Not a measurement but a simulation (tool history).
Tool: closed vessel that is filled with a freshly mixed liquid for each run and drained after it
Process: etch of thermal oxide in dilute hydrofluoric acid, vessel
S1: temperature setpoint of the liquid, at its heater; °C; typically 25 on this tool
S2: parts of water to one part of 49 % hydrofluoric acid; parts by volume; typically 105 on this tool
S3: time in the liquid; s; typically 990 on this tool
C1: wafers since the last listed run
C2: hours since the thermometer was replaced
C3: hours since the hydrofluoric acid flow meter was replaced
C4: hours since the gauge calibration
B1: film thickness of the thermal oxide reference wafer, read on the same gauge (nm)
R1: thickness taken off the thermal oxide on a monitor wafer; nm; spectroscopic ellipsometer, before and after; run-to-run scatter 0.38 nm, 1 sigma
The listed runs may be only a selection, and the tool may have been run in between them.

run     day    S1   S2    S3   C1     C2     C3     C4      B1     R1
  1       0    25  105  1465    0  658.1  732.5   36.3  120.01  70.61
  2     0.7    25  105  1465  631  674.9  749.3   53.1  120.03  70.93
  3   1.429    25  105  1465  657  692.4  766.8   70.6  120.01  69.79
  4   1.846    25  105   990  375  702.4  776.8   80.6  119.98  47.89
  5   2.517    25  105   990  604  718.5  792.9   96.7  119.99  47.77
  6     3.1    25  105   990  526  732.5  806.9  110.7  119.98  47.25
  7   3.367    25  105   990  240  738.9  813.3  117.1  120.01  47.88
  8   3.971    25  105   990  544  753.4  827.8  131.6  119.99  47.62
  9   4.262    25  105   990  263  760.4  834.8  138.6  119.98  47.68
 10   4.908    22   80   990  582  775.9  850.3  154.1  119.98  56.74
      5.417  -- gauge calibrated
 11   5.592    25  120   990  616  792.3  866.7    4.2  120.01  41.06
 12   5.942    22   90   990  315  800.7  875.1   12.6     120  50.54
 13     6.6    25  135  1350  593  816.5  890.9   28.4     120     49
 14   7.096  29.5  150   990  447  828.4  902.8   40.3     120  36.81
 15   7.792    25  105   785  627  845.1  919.5     57     120  37.65
      8.333  -- hydrofluoric acid flow meter replaced
 16   8.488    25  105   990  589  861.8    3.7   73.7     120  47.63
 17   8.992  29.5   80  1265  454  873.9   15.8   85.8  120.02  99.07
      9.283  -- thermometer replaced
 18   9.379  29.5   80  1265  311    2.3   25.1   95.1     120  97.97
 19   9.696    23  140  1520  285    9.9   32.7  102.7  119.96   48.3
 20  10.204  22.5  130   990  458   22.1   44.9  114.9     120  33.78
 21  10.679  28.5  105   990  428   33.5   56.3  126.3  119.97  55.46
 22   11.15  21.5   65   990  424   44.8   67.6  137.6  119.97  69.97
 23  11.629    25  105   445  432   56.3   79.1  149.1  119.98  21.47
 24  12.129    27   80   670  450   68.3   91.1  161.1  119.99  47.04

Take each entry between the runs: how does the hidden state at the last listed run before it differ from the hidden state at the first listed run after it?
Logged between run 10 and run 11: gauge calibrated (day 5.417)
  nothing in the hidden state changes from one run to the other
Logged between run 15 and run 16: hydrofluoric acid flow meter replaced (day 8.333)
  nothing in the hidden state changes from one run to the other
Logged between run 17 and run 18: thermometer replaced (day 9.283)
  nothing in the hidden state changes from one run to the other
